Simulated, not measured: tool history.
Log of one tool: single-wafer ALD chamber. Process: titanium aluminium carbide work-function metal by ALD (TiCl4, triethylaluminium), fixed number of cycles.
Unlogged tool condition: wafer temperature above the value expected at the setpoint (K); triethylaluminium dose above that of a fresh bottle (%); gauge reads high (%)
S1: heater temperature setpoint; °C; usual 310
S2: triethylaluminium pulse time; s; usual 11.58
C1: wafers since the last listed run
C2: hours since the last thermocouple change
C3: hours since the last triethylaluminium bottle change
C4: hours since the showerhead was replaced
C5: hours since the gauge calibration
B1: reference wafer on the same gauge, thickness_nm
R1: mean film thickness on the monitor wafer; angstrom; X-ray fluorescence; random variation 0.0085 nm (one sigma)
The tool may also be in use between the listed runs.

{"run": 1, "hour": 0.0, "S1": 310, "S2": 11.58, "C1": 0, "C2": 673, "C3": 1653, "C4": 4890.7, "C5": 242.4, "B1": 2.291, "R1": 19.43}
{"run": 2, "hour": 12.7, "S1": 310, "S2": 11.58, "C1": 158, "C2": 685.7, "C3": 1665.7, "C4": 4903.4, "C5": 255.1, "B1": 2.287, "R1": 19.25}
{"run": 3, "hour": 48.0, "S1": 310, "S2": 8, "C1": 441, "C2": 721, "C3": 1701, "C4": 4938.7, "C5": 290.4, "B1": 2.289, "R1": 15.2}
{"run": 4, "hour": 65.7, "S1": 310, "S2": 8, "C1": 221, "C2": 738.7, "C3": 1718.7, "C4": 4956.4, "C5": 308.1, "B1": 2.292, "R1": 15.11}
{"run": 5, "hour": 100.8, "S1": 302, "S2": 14.93, "C1": 439, "C2": 773.8, "C3": 1753.8, "C4": 4991.5, "C5": 343.2, "B1": 2.287, "R1": 20.1}
{"run": 6, "hour": 127.9, "S1": 302, "S2": 14.93, "C1": 339, "C2": 800.9, "C3": 1780.9, "C4": 5018.6, "C5": 370.3, "B1": 2.289, "R1": 20.04}
{"run": 7, "hour": 150.6, "S1": 302, "S2": 14.93, "C1": 284, "C2": 823.6, "C3": 1803.6, "C4": 5041.3, "C5": 393, "B1": 2.292, "R1": 19.89}
{"hour": 158.7, "done": "gauge calibrated"}
{"run": 8, "hour": 179.1, "S1": 319, "S2": 14.72, "C1": 356, "C2": 852.1, "C3": 1832.1, "C4": 5069.8, "C5": 20.4, "B1": 2.288, "R1": 21.39}
{"hour": 192.0, "done": "triethylaluminium bottle replaced"}
{"run": 9, "hour": 195.0, "S1": 310, "S2": 11.58, "C1": 98, "C2": 868, "C3": 3, "C4": 5085.7, "C5": 36.3, "B1": 2.291, "R1": 22.22}
{"run": 10, "hour": 214.9, "S1": 304, "S2": 11.58, "C1": 249, "C2": 887.9, "C3": 22.9, "C4": 5105.6, "C5": 56.2, "B1": 2.289, "R1": 21.47}
{"run": 11, "hour": 243.7, "S1": 298, "S2": 7.5, "C1": 360, "C2": 916.7, "C3": 51.7, "C4": 5134.4, "C5": 85, "B1": 2.288, "R1": 18.69}
{"run": 12, "hour": 266.2, "S1": 300, "S2": 14.91, "C1": 281, "C2": 939.2, "C3": 74.2, "C4": 5156.9, "C5": 107.5, "B1": 2.294, "R1": 21.48}
{"hour": 289.8, "done": "showerhead replaced"}
{"run": 13, "hour": 295.0, "S1": 310, "S2": 11.58, "C1": 260, "C2": 968, "C3": 103, "C4": 5.2, "C5": 136.3, "B1": 2.289, "R1": 22.12}

Run 14 comes next. What will it give?
{"run": 14, "hour": 323.2, "S1": 310, "S2": 11.58, "C1": 352, "C2": 996.2, "C3": 131.2, "C4": 33.4, "C5": 164.5, "B1": "?", "R1": "?"}

B1: 2.288
R1: 22.22 angstrom
With the hidden condition absent and the run-to-run variation left alone, this run would have shown R1 22.3 angstrom.

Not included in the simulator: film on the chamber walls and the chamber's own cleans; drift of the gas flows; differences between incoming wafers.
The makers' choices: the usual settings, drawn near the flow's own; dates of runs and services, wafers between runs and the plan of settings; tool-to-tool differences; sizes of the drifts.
